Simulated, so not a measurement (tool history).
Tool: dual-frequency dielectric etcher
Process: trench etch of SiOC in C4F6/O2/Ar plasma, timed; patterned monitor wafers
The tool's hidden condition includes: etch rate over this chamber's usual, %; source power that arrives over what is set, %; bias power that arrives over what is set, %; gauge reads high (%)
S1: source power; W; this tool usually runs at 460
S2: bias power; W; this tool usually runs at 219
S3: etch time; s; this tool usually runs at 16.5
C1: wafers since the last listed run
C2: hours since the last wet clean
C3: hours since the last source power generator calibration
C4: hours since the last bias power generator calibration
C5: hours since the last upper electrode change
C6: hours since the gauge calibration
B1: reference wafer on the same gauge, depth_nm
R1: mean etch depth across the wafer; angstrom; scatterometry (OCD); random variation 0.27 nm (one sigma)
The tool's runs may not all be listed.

| run | day | S1 | S2 | S3 | C1 | C2 | C3 | C4 | C5 | C6 | B1 | R1 |
|---|---|---|---|---|---|---|---|---|---|---|---|---|
| 1 | 0 | 460 | 219 | 16.5 | 0 | 57.9 | 1590.5 | 1251 | 4557.6 | 1462.2 | 35.82 | 418.6 |
| 2 | 2.521 | 460 | 219 | 16.5 | 960 | 118.4 | 1651 | 1311.5 | 4618.1 | 1522.7 | 35.87 | 418.9 |
| 3 | 5.125 | 460 | 219 | 16.5 | 992 | 180.9 | 1713.5 | 1374 | 4680.6 | 1585.2 | 35.93 | 425.9 |
| 4 | 7.192 | 460 | 219 | 16.5 | 787 | 230.5 | 1763.1 | 1423.6 | 4730.2 | 1634.8 | 35.77 | 427.4 |
| 5 | 9.379 | 460 | 219 | 16.5 | 833 | 283 | 1815.6 | 1476.1 | 4782.7 | 1687.3 | 35.85 | 424.4 |
| 6 | 10.775 | 460 | 219 | 16.5 | 532 | 316.5 | 1849.1 | 1509.6 | 4816.2 | 1720.8 | 35.79 | 426.4 |
|  | 11.304 | source power generator calibrated |
|  | 13.554 | wet clean of the chamber |
| 7 | 13.575 | 460 | 219 | 16.5 | 622 | 0.5 | 54.5 | 1576.8 | 4883.4 | 1788 | 35.82 | 413.1 |
| 8 | 15.529 | 460 | 219 | 16.5 | 744 | 47.4 | 101.4 | 1623.7 | 4930.3 | 1834.9 | 35.83 | 411 |
|  | 16.075 | bias power generator calibrated |
| 9 | 17.162 | 460 | 219 | 16.5 | 559 | 86.6 | 140.6 | 26.1 | 4969.5 | 1874.1 | 35.79 | 417.3 |
|  | 17.438 | gauge calibrated |
| 10 | 18.662 | 460 | 219 | 16.5 | 571 | 122.6 | 176.6 | 62.1 | 5005.5 | 29.4 | 35.73 | 421.1 |
| 11 | 21.642 | 460 | 256 | 16.5 | 1135 | 194.1 | 248.1 | 133.6 | 5077 | 100.9 | 35.9 | 441.5 |
| 12 | 23.392 | 530 | 185 | 13 | 667 | 236.1 | 290.1 | 175.6 | 5119 | 142.9 | 35.95 | 338.7 |
| 13 | 25.121 | 380 | 164 | 18 | 659 | 277.6 | 331.6 | 217.1 | 5160.5 | 184.4 | 35.75 | 396.2 |
|  | 27.271 | upper electrode replaced |
| 14 | 27.292 | 370 | 193 | 19.5 | 446 | 329.7 | 383.7 | 269.2 | 0.5 | 236.5 | 35.84 | 448 |
| 15 | 30.112 | 570 | 251 | 18.5 | 1075 | 397.4 | 451.4 | 336.9 | 68.2 | 304.2 | 35.76 | 544 |
| 16 | 32.321 | 350 | 273 | 14 | 841 | 450.4 | 504.4 | 389.9 | 121.2 | 357.2 | 35.7 | 344.9 |
|  | 33.879 | wet clean of the chamber |
| 17 | 33.9 | 530 | 219 | 19 | 220 | 0.5 | 542.3 | 427.8 | 159.1 | 395.1 | 35.76 | 510.1 |
| 18 | 35.688 | 380 | 171 | 20.5 | 681 | 43.4 | 585.2 | 470.7 | 202 | 438 | 35.71 | 442.3 |
| 19 | 37.908 | 460 | 219 | 16.5 | 846 | 96.7 | 638.5 | 524 | 255.3 | 491.3 | 35.76 | 416.5 |
| 20 | 39.9 | 460 | 256 | 16.5 | 759 | 144.5 | 686.3 | 571.8 | 303.1 | 539.1 | 35.86 | 440.7 |
| 21 | 41.138 | 420 | 196 | 18.5 | 471 | 174.2 | 716 | 601.5 | 332.8 | 568.8 | 35.75 | 439.2 |
| 22 | 42.188 | 510 | 166 | 19 | 400 | 199.4 | 741.2 | 626.7 | 358 | 594 | 35.84 | 469.5 |
| 23 | 44.167 | 460 | 261 | 13 | 754 | 246.9 | 788.7 | 674.2 | 405.5 | 641.5 | 35.85 | 349.2 |
| 24 | 46.729 | 350 | 219 | 12 | 976 | 308.4 | 850.2 | 735.7 | 467 | 703 | 35.76 | 277.4 |
| 25 | 47.929 | 530 | 219 | 19 | 457 | 337.2 | 879 | 764.5 | 495.8 | 731.8 | 35.87 | 519.9 |
| 26 | 49.779 | 370 | 219 | 16.5 | 705 | 381.6 | 923.4 | 808.9 | 540.2 | 776.2 | 35.8 | 393.9 |
| 27 | 52.067 | 460 | 268 | 19 | 871 | 436.5 | 978.3 | 863.8 | 595.1 | 831.1 | 35.79 | 528.7 |
| 28 | 53.246 | 460 | 219 | 16.5 | 449 | 464.8 | 1006.6 | 892.1 | 623.4 | 859.4 | 35.78 | 436.6 |
|  | 55.029 | wet clean of the chamber |
| 29 | 56.146 | 460 | 219 | 16.5 | 724 | 26.8 | 1076.2 | 961.7 | 693 | 929 | 35.78 | 417.4 |
| 30 | 58.196 | 490 | 200 | 16.5 | 781 | 76 | 1125.4 | 1010.9 | 742.2 | 978.2 | 35.86 | 416.6 |
| 31 | 59.221 | 360 | 219 | 15 | 390 | 100.6 | 1150 | 1035.5 | 766.8 | 1002.8 | 35.71 | 345.8 |

Hidden state, per run?
source power that arrives over what is set, %: 0 across all the runs
bias power that arrives over what is set, %: 0 across all the runs
gauge reads high (%): 0 across all the runs
H1: etch rate over this chamber's usual, %
| run | H1 |
|---|---|
| 1 | 0.728 |
| 2 | 1.39 |
| 3 | 2.07 |
| 4 | 2.61 |
| 5 | 3.18 |
| 6 | 3.55 |
| 7 | -0.256 |
| 8 | 0.256 |
| 9 | 0.683 |
| 10 | 1.08 |
| 11 | 1.86 |
| 12 | 2.31 |
| 13 | 2.77 |
| 14 | 3.33 |
| 15 | 4.07 |
| 16 | 4.65 |
| 17 | -0.285 |
| 18 | 0.183 |
| 19 | 0.764 |
| 20 | 1.29 |
| 21 | 1.61 |
| 22 | 1.88 |
| 23 | 2.4 |
| 24 | 3.07 |
| 25 | 3.39 |
| 26 | 3.87 |
| 27 | 4.47 |
| 28 | 4.78 |
| 29 | 0.429 |
| 30 | 0.965 |
| 31 | 1.23 |

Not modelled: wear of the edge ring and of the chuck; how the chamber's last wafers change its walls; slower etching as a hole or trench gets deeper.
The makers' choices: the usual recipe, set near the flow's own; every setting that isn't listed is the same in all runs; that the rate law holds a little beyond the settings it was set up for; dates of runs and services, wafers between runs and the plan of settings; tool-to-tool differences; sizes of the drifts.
